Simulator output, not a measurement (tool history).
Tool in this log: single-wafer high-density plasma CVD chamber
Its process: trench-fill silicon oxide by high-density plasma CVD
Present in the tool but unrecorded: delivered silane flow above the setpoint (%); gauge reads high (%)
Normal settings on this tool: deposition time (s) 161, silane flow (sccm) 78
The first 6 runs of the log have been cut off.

run	hour	deposition time (s)	silane flow (sccm)	wafers since the last listed run	hours since the silane flow controller was replaced	hours since the gauge calibration	read-back reference wafer on the same gauge, thickness_nm	mean film thickness on the monitor wafer (angstrom)
7	124	161	78	128	1986.9	702.7	939.766	11989.78
8	144.6	161	72	129	2007.5	723.3	941.439	11117.95
9	160.5	161	66	100	2023.4	739.2	940.061	10162.09
10	196	161	66	223	2058.9	774.7	940.101	10169.63
11	222.3	161	78	165	2085.2	801	941.735	12128.58
12	250.9	161	78	179	2113.8	829.6	941.071	12140.85
# hour 260.6: gauge calibrated
13	276.9	161	78	163	2139.8	16.3	939.13	12016.82
14	299.1	161	85	139	2162	38.5	940.631	13154.19
15	324.2	161	85	157	2187.1	63.6	941.219	13089.48
16	340	161	78	99	2202.9	79.4	939.002	12080.53
17	362.6	172	66	142	2225.5	102	940.337	10907.07
18	394.5	176	88	200	2257.4	133.9	939.036	14820.58
# hour 409.9: silane flow controller replaced
19	410.4	179	83	49	0.5	149.8	939.767	12670.8
20	433.7	174	90	146	23.8	173.1	939.425	13387.36
21	463.8	161	78	189	53.9	203.2	940.709	10712.26
22	494	161	78	190	84.1	233.4	940.782	10774.52
# hour 575.1: silane flow controller replaced, repeated, since the last time left the tool worse
23	575.6	161	91	463	0.5	315	941.796	13708.85

Forecast run 24:
24	587.4	170	78	74	12.3	326.8	?	?

Run 24 yielded read-back reference wafer on the same gauge, thickness_nm 939.045, mean film thickness on the monitor wafer (angstrom) 12308.34.
Had the tool carried no hidden state, the very same run would have given mean film thickness on the monitor wafer (angstrom) 12268.92.
